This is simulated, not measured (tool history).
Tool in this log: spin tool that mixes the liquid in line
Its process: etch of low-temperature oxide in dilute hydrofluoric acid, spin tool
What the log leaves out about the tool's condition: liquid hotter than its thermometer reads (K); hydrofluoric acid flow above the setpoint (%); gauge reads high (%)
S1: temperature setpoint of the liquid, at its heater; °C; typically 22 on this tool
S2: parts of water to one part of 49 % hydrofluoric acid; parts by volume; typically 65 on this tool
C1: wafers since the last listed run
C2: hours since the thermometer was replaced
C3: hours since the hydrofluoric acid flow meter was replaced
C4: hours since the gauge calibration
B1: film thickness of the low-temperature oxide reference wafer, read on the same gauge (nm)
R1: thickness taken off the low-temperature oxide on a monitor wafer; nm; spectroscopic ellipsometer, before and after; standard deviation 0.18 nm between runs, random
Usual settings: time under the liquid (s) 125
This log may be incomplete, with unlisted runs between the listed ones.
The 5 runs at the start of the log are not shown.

run 6 day=5.421 | S1=19 S2=65 time_under_the_liquid_(s)=185 | C1=109 C2=2741.4 C3=504.8 C4=515.1 | B1=139.99 | R1=29.24
-- day=6.317 hydrofluoric acid flow meter replaced
run 7 day=6.629 | S1=19 S2=65 time_under_the_liquid_(s)=185 | C1=210 C2=2770.4 C3=7.5 C4=544.1 | B1=140.01 | R1=29.26
run 8 day=7.483 | S1=22 S2=80 time_under_the_liquid_(s)=85 | C1=154 C2=2790.9 C3=28 C4=564.6 | B1=140 | R1=12.25
run 9 day=8.862 | S1=22 S2=55 time_under_the_liquid_(s)=150 | C1=249 C2=2824 C3=61.1 C4=597.7 | B1=139.97 | R1=32.04
-- day=8.958 gauge calibrated
run 10 day=9.596 | S1=22 S2=55 time_under_the_liquid_(s)=150 | C1=132 C2=2841.6 C3=78.7 C4=15.3 | B1=140 | R1=32.53
run 11 day=10.158 | S1=20 S2=65 time_under_the_liquid_(s)=150 | C1=101 C2=2855.1 C3=92.2 C4=28.8 | B1=140 | R1=25.05
run 12 day=11.133 | S1=22 S2=65 time_under_the_liquid_(s)=100 | C1=176 C2=2878.5 C3=115.6 C4=52.2 | B1=139.99 | R1=17.73
run 13 day=12.104 | S1=18.5 S2=65 time_under_the_liquid_(s)=145 | C1=175 C2=2901.8 C3=138.9 C4=75.5 | B1=139.98 | R1=22.83
run 14 day=13.496 | S1=17.5 S2=85 time_under_the_liquid_(s)=125 | C1=251 C2=2935.2 C3=172.3 C4=108.9 | B1=139.99 | R1=14.19
run 15 day=14.021 | S1=22 S2=35 time_under_the_liquid_(s)=60 | C1=94 C2=2947.8 C3=184.9 C4=121.5 | B1=139.97 | R1=20.88
run 16 day=15.054 | S1=19 S2=80 time_under_the_liquid_(s)=95 | C1=186 C2=2972.6 C3=209.7 C4=146.3 | B1=140.02 | R1=12.28
run 17 day=16.475 | S1=22 S2=65 time_under_the_liquid_(s)=125 | C1=256 C2=3006.7 C3=243.8 C4=180.4 | B1=140 | R1=22.96
-- day=16.692 thermometer replaced
run 18 day=17.379 | S1=22 S2=65 time_under_the_liquid_(s)=190 | C1=155 C2=16.5 C3=265.5 C4=202.1 | B1=140.01 | R1=31.22
run 19 day=18.108 | S1=22 S2=65 time_under_the_liquid_(s)=125 | C1=131 C2=34 C3=283 C4=219.6 | B1=139.98 | R1=20.26
run 20 day=19.092 | S1=17.5 S2=35 time_under_the_liquid_(s)=100 | C1=177 C2=57.6 C3=306.6 C4=243.2 | B1=140 | R1=25.67
run 21 day=20.562 | S1=22 S2=65 time_under_the_liquid_(s)=125 | C1=265 C2=92.9 C3=341.9 C4=278.5 | B1=140.02 | R1=20.61
run 22 day=21.167 | S1=26.5 S2=90 time_under_the_liquid_(s)=125 | C1=109 C2=107.4 C3=356.4 C4=293 | B1=140 | R1=17.06

For run 23, what comes out?
run 23 day=21.904 | S1=22 S2=65 time_under_the_liquid_(s)=125 | C1=133 C2=125.1 C3=374.1 C4=310.7 | B1=? | R1=?

B1: 139.98
R1: 20.62 nm
Minus the tool's unlogged condition, the same run would have read R1 20.29 nm.

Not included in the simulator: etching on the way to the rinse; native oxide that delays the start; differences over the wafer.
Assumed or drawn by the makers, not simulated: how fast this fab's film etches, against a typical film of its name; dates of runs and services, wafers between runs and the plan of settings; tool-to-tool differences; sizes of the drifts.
